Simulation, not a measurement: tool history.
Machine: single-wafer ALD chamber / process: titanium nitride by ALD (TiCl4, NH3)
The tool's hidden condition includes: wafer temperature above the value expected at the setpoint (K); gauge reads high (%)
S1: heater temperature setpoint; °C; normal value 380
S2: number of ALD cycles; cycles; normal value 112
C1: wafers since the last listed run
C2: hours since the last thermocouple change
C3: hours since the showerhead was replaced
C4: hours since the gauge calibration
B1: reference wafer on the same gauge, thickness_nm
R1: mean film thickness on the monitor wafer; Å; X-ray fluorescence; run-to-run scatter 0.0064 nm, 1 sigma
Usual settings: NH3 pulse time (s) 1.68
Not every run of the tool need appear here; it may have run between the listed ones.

run 1 day=0 | S1=380 S2=112 NH3_pulse_time_(s)=1.68 | C1=0 C2=1369.5 C3=3548.4 C4=122.3 | B1=2.729 | R1=25.53
run 2 day=0.462 | S1=380 S2=112 NH3_pulse_time_(s)=1.68 | C1=27 C2=1380.6 C3=3559.5 C4=133.4 | B1=2.73 | R1=25.51
run 3 day=0.875 | S1=380 S2=112 NH3_pulse_time_(s)=1.68 | C1=24 C2=1390.5 C3=3569.4 C4=143.3 | B1=2.73 | R1=25.54
run 4 day=1.512 | S1=380 S2=112 NH3_pulse_time_(s)=1.68 | C1=37 C2=1405.8 C3=3584.7 C4=158.6 | B1=2.73 | R1=25.49
run 5 day=1.812 | S1=380 S2=112 NH3_pulse_time_(s)=1.68 | C1=17 C2=1413 C3=3591.9 C4=165.8 | B1=2.73 | R1=25.36
run 6 day=2.204 | S1=380 S2=127 NH3_pulse_time_(s)=1.68 | C1=22 C2=1422.4 C3=3601.3 C4=175.2 | B1=2.73 | R1=28.84
run 7 day=2.788 | S1=380 S2=127 NH3_pulse_time_(s)=1.68 | C1=34 C2=1436.4 C3=3615.3 C4=189.2 | B1=2.731 | R1=28.92
run 8 day=3.188 | S1=380 S2=127 NH3_pulse_time_(s)=1.68 | C1=23 C2=1446 C3=3624.9 C4=198.8 | B1=2.73 | R1=28.92
run 9 day=3.729 | S1=380 S2=112 NH3_pulse_time_(s)=1.68 | C1=31 C2=1459 C3=3637.9 C4=211.8 | B1=2.729 | R1=25.45
run 10 day=4.017 | S1=380 S2=112 NH3_pulse_time_(s)=1.68 | C1=16 C2=1465.9 C3=3644.8 C4=218.7 | B1=2.732 | R1=25.49
-- day=4.708 thermocouple changed; heater temperature recalibrated
run 11 day=4.738 | S1=390 S2=97 NH3_pulse_time_(s)=1.68 | C1=22 C2=0.7 C3=3662.1 C4=236 | B1=2.73 | R1=22.37
run 12 day=5.283 | S1=380 S2=112 NH3_pulse_time_(s)=1.68 | C1=32 C2=13.8 C3=3675.2 C4=249.1 | B1=2.731 | R1=25.53
run 13 day=5.679 | S1=380 S2=112 NH3_pulse_time_(s)=1.68 | C1=23 C2=23.3 C3=3684.7 C4=258.6 | B1=2.73 | R1=25.54
-- day=5.888 gauge calibrated
run 14 day=6.233 | S1=380 S2=118 NH3_pulse_time_(s)=1.93 | C1=32 C2=36.6 C3=3698 C4=8.3 | B1=2.73 | R1=27.01
-- day=7.446 showerhead replaced
run 15 day=8.071 | S1=380 S2=112 NH3_pulse_time_(s)=1.18 | C1=88 C2=80.7 C3=15 C4=52.4 | B1=2.73 | R1=25.22
run 16 day=8.417 | S1=370 S2=97 NH3_pulse_time_(s)=1.85 | C1=20 C2=89 C3=23.3 C4=60.7 | B1=2.731 | R1=21.71
run 17 day=9.012 | S1=371 S2=97 NH3_pulse_time_(s)=1.68 | C1=34 C2=103.3 C3=37.6 C4=75 | B1=2.73 | R1=21.77
run 18 day=9.279 | S1=389 S2=103 NH3_pulse_time_(s)=1.41 | C1=15 C2=109.7 C3=44 C4=81.4 | B1=2.73 | R1=23.69
run 19 day=9.762 | S1=380 S2=112 NH3_pulse_time_(s)=1.37 | C1=28 C2=121.3 C3=55.6 C4=93 | B1=2.73 | R1=25.43
run 20 day=10.225 | S1=394 S2=91 NH3_pulse_time_(s)=1.17 | C1=27 C2=132.4 C3=66.7 C4=104.1 | B1=2.73 | R1=20.92

Consider 5 possible next runs. They are alternatives, not a sequence: every one starts from the tool as it was left by run 20. What does each give?
run A day=10.25 | S1=373 S2=112 NH3_pulse_time_(s)=1.68 | C1=1 C2=133 C3=67.3 C4=104.7 | B1=? | R1=?
run B day=10.25 | S1=386 S2=94 NH3_pulse_time_(s)=2.29 | C1=1 C2=133 C3=67.3 C4=104.7 | B1=? | R1=?
run C day=10.25 | S1=375 S2=92 NH3_pulse_time_(s)=1.68 | C1=1 C2=133 C3=67.3 C4=104.7 | B1=? | R1=?
run D day=10.25 | S1=372 S2=134 NH3_pulse_time_(s)=1.68 | C1=1 C2=133 C3=67.3 C4=104.7 | B1=? | R1=?
run E day=10.25 | S1=380 S2=112 NH3_pulse_time_(s)=1.01 | C1=1 C2=133 C3=67.3 C4=104.7 | B1=? | R1=?

run=A B1=2.73 R1=25.24
run=B B1=2.73 R1=21.81
run=C B1=2.73 R1=20.83
run=D B1=2.73 R1=30.13
run=E B1=2.73 R1=25.11
Had the tool no hidden state, the same runs would have come out as:
run=A R1=25.24
run=B R1=21.81
run=C R1=20.83
run=D R1=30.13
run=E R1=25.11
